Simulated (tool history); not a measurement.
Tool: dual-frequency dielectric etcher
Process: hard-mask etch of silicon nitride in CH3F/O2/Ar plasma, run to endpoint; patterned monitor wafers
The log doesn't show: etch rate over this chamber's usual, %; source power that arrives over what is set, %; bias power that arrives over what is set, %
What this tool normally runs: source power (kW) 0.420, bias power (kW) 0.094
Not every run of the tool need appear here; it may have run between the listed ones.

run    hour  source power (kW)  bias power (kW)  wafers since the last listed run  hours since the last wet clean  hours since the last source power generator calibration  hours since the last bias power generator calibration  hours since the last upper electrode change  incoming incoming film thickness, nm  endpoint time (s)
  1     0.0              0.490            0.094                                 0                           466.6                                                   4944.0                                                 2675.3                                       2657.4                                 32.17               38.3
       65.0  -- wet clean of the chamber
  2    65.5              0.490            0.094                               420                             0.5                                                   5009.5                                                 2740.8                                       2722.9                                 32.28               37.7
  3   144.9              0.490            0.094                               803                            79.9                                                   5088.9                                                 2820.2                                       2802.3                                 32.91               38.4
  4   206.6              0.460            0.079                               624                           141.6                                                   5150.6                                                 2881.9                                       2864.0                                 32.60               41.3
  5   243.4              0.420            0.081                               372                           178.4                                                   5187.4                                                 2918.7                                       2900.8                                 32.76               42.0
  6   314.9              0.420            0.094                               723                           249.9                                                   5258.9                                                 2990.2                                       2972.3                                 32.28               40.3
  7   390.7              0.420            0.094                               767                           325.7                                                   5334.7                                                 3066.0                                       3048.1                                 32.41               40.9
  8   446.5              0.420            0.094                               564                           381.5                                                   5390.5                                                 3121.8                                       3103.9                                 32.23               40.1
      556.2  -- upper electrode replaced
      560.0  -- source power generator calibrated
  9   560.5              0.460            0.084                               872                           495.5                                                      0.5                                                 3235.8                                          4.3                                 32.21               40.4
 10   638.6              0.460            0.084                               790                           573.6                                                     78.6                                                 3313.9                                         82.4                                 32.33               41.2
      688.3  -- wet clean of the chamber
 11   712.3              0.380            0.081                               503                            24.0                                                    152.3                                                 3387.6                                        156.1                                 32.49               42.8
 12   814.2              0.420            0.094                              1031                           125.9                                                    254.2                                                 3489.5                                        258.0                                 32.67               39.7
 13   912.2              0.380            0.107                               991                           223.9                                                    352.2                                                 3587.5                                        356.0                                 32.21               39.7
 14  1019.1              0.420            0.094                              1082                           330.8                                                    459.1                                                 3694.4                                        462.9                                 32.20               40.3
     1075.3  -- bias power generator calibrated
 15  1113.9              0.390            0.075                               919                           425.6                                                    553.9                                                   38.6                                        557.7                                 32.38               44.6
 16  1155.4              0.380            0.103                               420                           467.1                                                    595.4                                                   80.1                                        599.2                                 32.33               40.8
 17  1206.6              0.340            0.077                               518                           518.3                                                    646.6                                                  131.3                                        650.4                                 32.56               46.7
 18  1251.6              0.470            0.107                               455                           563.3                                                    691.6                                                  176.3                                        695.4                                 32.01               37.2
     1291.2  -- wet clean of the chamber
 19  1333.9              0.370            0.082                               590                            42.7                                                    773.9                                                  258.6                                        777.7                                 32.18               42.2
 20  1415.3              0.460            0.076                               823                           124.1                                                    855.3                                                  340.0                                        859.1                                 32.35               41.7

Describe how what the log doesn't record of the tool's condition differs between the last listed run preceding each entry between runs and the first listed run following it.
Logged between run 1 and run 2: wet clean of the chamber (hour 65.0)
  etch rate over this chamber's usual, %: -3.56 -> -0.669
  measured less the result without the state, endpoint time (s): +1.4 -> +0.3
Logged between run 8 and run 9: upper electrode replaced (hour 556.2); source power generator calibrated (hour 560.0)
  etch rate over this chamber's usual, %: -3.43 -> -4.25
  measured less the result without the state, endpoint time (s): +1.4 -> +1.7
Logged between run 10 and run 11: wet clean of the chamber (hour 688.3)
  etch rate over this chamber's usual, %: -4.82 -> -0.0219
  measured less the result without the state, endpoint time (s): +2.0 -> +0.0
Logged between run 14 and run 15: bias power generator calibrated (hour 1075.3)
  etch rate over this chamber's usual, %: -2.24 -> -2.93
  measured less the result without the state, endpoint time (s): +0.9 -> +1.3
Logged between run 18 and run 19: wet clean of the chamber (hour 1291.2)
  etch rate over this chamber's usual, %: -3.92 -> 0.172
  measured less the result without the state, endpoint time (s): +1.4 -> -0.1
